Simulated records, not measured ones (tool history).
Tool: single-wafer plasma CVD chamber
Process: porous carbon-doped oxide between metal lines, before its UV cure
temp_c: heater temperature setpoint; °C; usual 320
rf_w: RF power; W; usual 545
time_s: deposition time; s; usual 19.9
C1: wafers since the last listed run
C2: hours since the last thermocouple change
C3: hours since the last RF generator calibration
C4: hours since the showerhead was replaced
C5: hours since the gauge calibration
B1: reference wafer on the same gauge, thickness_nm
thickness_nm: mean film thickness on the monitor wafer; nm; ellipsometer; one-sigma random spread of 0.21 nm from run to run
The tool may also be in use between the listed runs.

run 1 day=0 | temp_c=320 rf_w=545 time_s=19.9 | C1=0 C2=2156.8 C3=328 C4=3245.8 C5=763 | B1=108.972 | thickness_nm=104.971
run 2 day=0.975 | temp_c=320 rf_w=545 time_s=19.9 | C1=559 C2=2180.2 C3=351.4 C4=3269.2 C5=786.4 | B1=109.041 | thickness_nm=104.603
run 3 day=2.038 | temp_c=316 rf_w=545 time_s=19.9 | C1=609 C2=2205.7 C3=376.9 C4=3294.7 C5=811.9 | B1=109.003 | thickness_nm=107.028
run 4 day=2.796 | temp_c=316 rf_w=545 time_s=19.9 | C1=435 C2=2223.9 C3=395.1 C4=3312.9 C5=830.1 | B1=109.063 | thickness_nm=107.034
run 5 day=4.288 | temp_c=320 rf_w=545 time_s=22.8 | C1=855 C2=2259.7 C3=430.9 C4=3348.7 C5=865.9 | B1=109.012 | thickness_nm=118.906
run 6 day=4.917 | temp_c=320 rf_w=580 time_s=19.9 | C1=360 C2=2274.8 C3=446 C4=3363.8 C5=881 | B1=108.96 | thickness_nm=109.182
run 7 day=6.025 | temp_c=320 rf_w=580 time_s=19.9 | C1=635 C2=2301.4 C3=472.6 C4=3390.4 C5=907.6 | B1=108.927 | thickness_nm=109.201
run 8 day=6.854 | temp_c=320 rf_w=580 time_s=19.9 | C1=475 C2=2321.3 C3=492.5 C4=3410.3 C5=927.5 | B1=108.981 | thickness_nm=109.034
run 9 day=8.012 | temp_c=320 rf_w=545 time_s=19.9 | C1=664 C2=2349.1 C3=520.3 C4=3438.1 C5=955.3 | B1=108.961 | thickness_nm=104.016
run 10 day=9.338 | temp_c=320 rf_w=545 time_s=19.9 | C1=760 C2=2380.9 C3=552.1 C4=3469.9 C5=987.1 | B1=109.005 | thickness_nm=104.049
run 11 day=10.675 | temp_c=320 rf_w=545 time_s=19.9 | C1=767 C2=2413 C3=584.2 C4=3502 C5=1019.2 | B1=109.007 | thickness_nm=104.231
run 12 day=11.246 | temp_c=320 rf_w=545 time_s=19.9 | C1=327 C2=2426.7 C3=597.9 C4=3515.7 C5=1032.9 | B1=108.953 | thickness_nm=104.077
-- day=11.567 gauge calibrated
run 13 day=12.546 | temp_c=320 rf_w=545 time_s=19.9 | C1=745 C2=2457.9 C3=629.1 C4=3546.9 C5=23.5 | B1=109.002 | thickness_nm=103.62
run 14 day=13.088 | temp_c=320 rf_w=545 time_s=19.9 | C1=310 C2=2470.9 C3=642.1 C4=3559.9 C5=36.5 | B1=109.021 | thickness_nm=103.72
run 15 day=13.796 | temp_c=320 rf_w=545 time_s=19.9 | C1=406 C2=2487.9 C3=659.1 C4=3576.9 C5=53.5 | B1=108.956 | thickness_nm=103.765
run 16 day=14.621 | temp_c=320 rf_w=545 time_s=19.9 | C1=473 C2=2507.7 C3=678.9 C4=3596.7 C5=73.3 | B1=109.027 | thickness_nm=103.598
run 17 day=18.667 | temp_c=310 rf_w=455 time_s=19.9 | C1=2321 C2=2604.8 C3=776 C4=3693.8 C5=170.4 | B1=109.022 | thickness_nm=94.841
run 18 day=19.404 | temp_c=330 rf_w=495 time_s=19.9 | C1=423 C2=2622.5 C3=793.7 C4=3711.5 C5=188.1 | B1=108.993 | thickness_nm=90.926
-- day=20.008 thermocouple changed; heater temperature recalibrated
run 19 day=20.342 | temp_c=320 rf_w=545 time_s=19.9 | C1=346 C2=8 C3=816.2 C4=3734 C5=210.6 | B1=108.997 | thickness_nm=106.82
run 20 day=20.921 | temp_c=320 rf_w=445 time_s=19.9 | C1=332 C2=21.9 C3=830.1 C4=3747.9 C5=224.5 | B1=108.983 | thickness_nm=90.332
run 21 day=21.492 | temp_c=330 rf_w=495 time_s=19.9 | C1=327 C2=35.6 C3=843.8 C4=3761.6 C5=238.2 | B1=108.947 | thickness_nm=93.879
run 22 day=22.196 | temp_c=334 rf_w=600 time_s=20.9 | C1=404 C2=52.5 C3=860.7 C4=3778.5 C5=255.1 | B1=109.035 | thickness_nm=111.399
run 23 day=23.288 | temp_c=320 rf_w=545 time_s=19.9 | C1=626 C2=78.7 C3=886.9 C4=3804.7 C5=281.3 | B1=108.969 | thickness_nm=106.983
run 24 day=24.079 | temp_c=320 rf_w=545 time_s=19.9 | C1=454 C2=97.7 C3=905.9 C4=3823.7 C5=300.3 | B1=108.97 | thickness_nm=106.781
-- day=24.817 RF generator calibrated
-- day=25.975 showerhead replaced
run 25 day=25.996 | temp_c=320 rf_w=545 time_s=19.9 | C1=717 C2=143.7 C3=28.3 C4=0.5 C5=346.3 | B1=109.019 | thickness_nm=108.601
run 26 day=27.342 | temp_c=309 rf_w=460 time_s=21.7 | C1=772 C2=176 C3=60.6 C4=32.8 C5=378.6 | B1=109.01 | thickness_nm=110.292

Forecast run 27:
run 27 day=28.55 | temp_c=328 rf_w=635 time_s=19.9 | C1=693 C2=205 C3=89.6 C4=61.8 C5=407.6 | B1=? | thickness_nm=?

For run 27 the tool returned B1 108.984, thickness_nm 115.48 nm.
With no hidden state in the tool, this same run would have given thickness_nm 115.844 nm.
